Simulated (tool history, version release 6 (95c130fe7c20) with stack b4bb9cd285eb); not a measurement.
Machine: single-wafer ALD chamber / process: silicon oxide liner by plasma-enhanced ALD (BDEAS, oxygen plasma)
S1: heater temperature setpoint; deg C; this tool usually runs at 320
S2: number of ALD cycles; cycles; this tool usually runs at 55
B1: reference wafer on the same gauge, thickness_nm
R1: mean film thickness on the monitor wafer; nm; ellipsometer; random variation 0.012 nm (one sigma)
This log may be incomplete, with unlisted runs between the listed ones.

run 1 hour=0 | S1=313 S2=47 | B1=5.521 | R1=4.114
run 2 hour=69.9 | S1=313 S2=47 | B1=5.523 | R1=4.077
run 3 hour=104.7 | S1=313 S2=47 | B1=5.519 | R1=4.117
run 4 hour=124.5 | S1=324 S2=55 | B1=5.52 | R1=4.717
run 5 hour=138.2 | S1=320 S2=55 | B1=5.522 | R1=4.725
-- hour=146.8 gauge calibrated
run 6 hour=160.3 | S1=320 S2=55 | B1=5.521 | R1=4.769
-- hour=169.6 thermocouple changed; heater temperature recalibrated
run 7 hour=194 | S1=320 S2=55 | B1=5.521 | R1=4.753
run 8 hour=233 | S1=332 S2=51 | B1=5.519 | R1=4.319
run 9 hour=263.2 | S1=308 S2=44 | B1=5.521 | R1=3.87
run 10 hour=275.5 | S1=320 S2=55 | B1=5.522 | R1=4.731
run 11 hour=345.6 | S1=305 S2=55 | B1=5.522 | R1=4.829
run 12 hour=364.4 | S1=305 S2=55 | B1=5.521 | R1=4.853
run 13 hour=383.7 | S1=306 S2=48 | B1=5.521 | R1=4.219
run 14 hour=399.2 | S1=333 S2=58 | B1=5.523 | R1=4.913
run 15 hour=412.8 | S1=320 S2=55 | B1=5.519 | R1=4.745

Branching from run 15: 3 alternative next runs. What would each branch give?
run A hour=413.3 | S1=320 S2=55 | B1=? | R1=?
run B hour=413.3 | S1=324 S2=62 | B1=? | R1=?
run C hour=413.3 | S1=311 S2=59 | B1=? | R1=?

run=A B1=5.519 R1=4.738
run=B B1=5.519 R1=5.31
run=C B1=5.519 R1=5.149
Without the tool's unlogged condition, the same runs would have read:
run=A R1=4.738
run=B R1=5.31
run=C R1=5.149

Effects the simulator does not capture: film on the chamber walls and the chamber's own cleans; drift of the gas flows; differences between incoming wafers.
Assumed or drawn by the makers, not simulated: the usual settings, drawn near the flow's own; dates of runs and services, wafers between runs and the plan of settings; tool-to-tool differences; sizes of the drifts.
